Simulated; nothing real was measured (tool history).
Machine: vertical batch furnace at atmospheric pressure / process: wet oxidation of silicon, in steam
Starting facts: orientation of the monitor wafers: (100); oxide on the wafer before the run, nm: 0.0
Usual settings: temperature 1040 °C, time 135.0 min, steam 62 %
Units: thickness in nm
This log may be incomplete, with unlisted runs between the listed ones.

| run | hour | temperature | time | steam | wafers since the last listed run | hours since the last temperature calibration | hours since the steam generator was serviced | hours since the gauge calibration | read-back reference wafer on the same gauge, thickness | thickness |
|---|---|---|---|---|---|---|---|---|---|---|
| 1 | 0.0 | 1040 | 135.0 | 62 | 0 | 2203.7 | 1920.0 | 165.8 | 748.42 | 790.06 |
| 2 | 14.4 | 1040 | 135.0 | 62 | 142 | 2218.1 | 1934.4 | 180.2 | 748.81 | 791.80 |
| 3 | 48.3 | 1040 | 135.0 | 62 | 336 | 2252.0 | 1968.3 | 214.1 | 748.48 | 790.51 |
| 4 | 82.9 | 1040 | 135.0 | 62 | 343 | 2286.6 | 2002.9 | 248.7 | 747.67 | 788.79 |
| 5 | 103.4 | 1040 | 160.5 | 62 | 203 | 2307.1 | 2023.4 | 269.2 | 746.92 | 872.98 |
| 6 | 128.4 | 1040 | 81.0 | 62 | 248 | 2332.1 | 2048.4 | 294.2 | 747.79 | 576.48 |
|  | 134.4 | gauge calibrated |
| 7 | 161.0 | 1040 | 81.0 | 62 | 323 | 2364.7 | 2081.0 | 26.6 | 755.01 | 583.21 |
|  | 198.1 | steam generator serviced |
| 8 | 198.6 | 1040 | 178.0 | 62 | 134 | 2402.3 | 0.5 | 64.2 | 752.51 | 936.31 |
| 9 | 212.3 | 1040 | 178.0 | 62 | 135 | 2416.0 | 14.2 | 77.9 | 752.33 | 933.87 |
| 10 | 237.4 | 1023 | 135.0 | 62 | 249 | 2441.1 | 39.3 | 103.0 | 752.02 | 723.96 |
| 11 | 261.2 | 1023 | 135.0 | 62 | 236 | 2464.9 | 63.1 | 126.8 | 750.58 | 721.92 |
| 12 | 274.7 | 1023 | 135.0 | 62 | 133 | 2478.4 | 76.6 | 140.3 | 750.78 | 726.05 |
|  | 321.6 | thermocouples replaced and temperature profile calibrated |
| 13 | 322.1 | 1040 | 135.0 | 62 | 232 | 0.5 | 124.0 | 187.7 | 748.69 | 792.43 |
| 14 | 333.0 | 1040 | 186.5 | 62 | 108 | 11.4 | 134.9 | 198.6 | 749.18 | 955.79 |
| 15 | 347.2 | 1020 | 165.5 | 62 | 140 | 25.6 | 149.1 | 212.8 | 749.24 | 806.25 |
| 16 | 363.1 | 1040 | 113.0 | 62 | 157 | 41.5 | 165.0 | 228.7 | 748.61 | 710.71 |
| 17 | 383.9 | 1040 | 135.0 | 62 | 206 | 62.3 | 185.8 | 249.5 | 748.84 | 793.12 |
|  | 400.2 | gauge calibrated |
| 18 | 405.1 | 1028 | 112.5 | 68 | 210 | 83.5 | 207.0 | 4.9 | 755.87 | 707.56 |
| 19 | 437.5 | 1040 | 135.0 | 62 | 321 | 115.9 | 239.4 | 37.3 | 753.65 | 796.58 |
| 20 | 454.1 | 1019 | 156.5 | 62 | 164 | 132.5 | 256.0 | 53.9 | 753.81 | 777.53 |
| 21 | 467.2 | 1059 | 162.5 | 54 | 129 | 145.6 | 269.1 | 67.0 | 753.10 | 893.98 |
| 22 | 494.7 | 1040 | 135.0 | 62 | 272 | 173.1 | 296.6 | 94.5 | 751.25 | 791.44 |

The next listed run, before its measurement:
| 23 | 522.3 | 1040 | 135.0 | 62 | 273 | 200.7 | 324.2 | 122.1 | ? | ? |

{"run 23": {"read-back reference wafer on the same gauge, thickness": 749.94, "thickness": 796.69}}
Take away the tool's hidden state, keep the run-to-run variation as it was, and the same run would have given thickness 803.74 nm.
